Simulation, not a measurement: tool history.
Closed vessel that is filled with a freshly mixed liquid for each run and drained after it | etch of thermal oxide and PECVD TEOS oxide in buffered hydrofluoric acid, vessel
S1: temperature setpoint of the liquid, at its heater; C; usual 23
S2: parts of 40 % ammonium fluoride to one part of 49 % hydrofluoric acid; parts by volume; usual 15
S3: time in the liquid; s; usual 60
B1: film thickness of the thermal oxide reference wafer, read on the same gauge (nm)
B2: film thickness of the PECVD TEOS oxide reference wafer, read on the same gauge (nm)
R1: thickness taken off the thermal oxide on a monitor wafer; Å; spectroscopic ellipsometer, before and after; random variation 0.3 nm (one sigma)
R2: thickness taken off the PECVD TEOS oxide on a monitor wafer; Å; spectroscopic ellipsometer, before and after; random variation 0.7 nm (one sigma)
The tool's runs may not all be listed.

run	day	S1	S2	S3	B1	B2	R1	R2
1	0	23	15	60	30	69.98	476.6	1187.7
2	2.725	23	15	60	30.02	69.96	469.7	1191.7
3	9.921	26.5	15	60	29.95	70.01	564.9	1434.2
4	12.746	26.5	15	60	29.99	70	567.3	1416.4
# day 14.858: thermometer replaced
5	16.038	23	11	60	30.03	70.01	628.8	1569.5
6	20.058	23	11	60	30.02	70	624.7	1563.9
7	22.517	23	11	60	30	69.98	628.2	1558.5
8	26.967	23	19.5	70	30.03	70.03	416.1	1035.9
# day 29.046: hydrofluoric acid flow meter replaced
9	30.117	23	15	60	29.99	70.02	482.9	1211.8
10	32.375	23	15	60	29.94	69.96	480.3	1193.3
11	35.35	23	15	60	30.04	70.04	481.9	1207.6
# day 35.996: gauge calibrated
# day 37.762: thermometer replaced
12	37.783	20.5	15	60	30.04	69.99	417.4	1038.9
13	40.212	23	20.5	80	29.98	69.99	473.2	1177.8
14	44.538	23	11	60	30.01	69.95	645.4	1589.5
15	46.417	23	17	75	29.99	70.01	525.2	1300.2
16	50.342	20.5	12.5	75	29.99	69.97	607.3	1520.5
17	54.154	25	19.5	60	30.01	70.03	405.1	1004.6

The next listed run, before its measurement:
18	56.008	21.5	20	60	?	?	?	?

Run 18 gave B1 29.99, B2 69.99, R1 324.6 Å, R2 816.8 Å.
Without the tool's hidden state the same run would have given R1 336.6 Å, R2 847 Å.
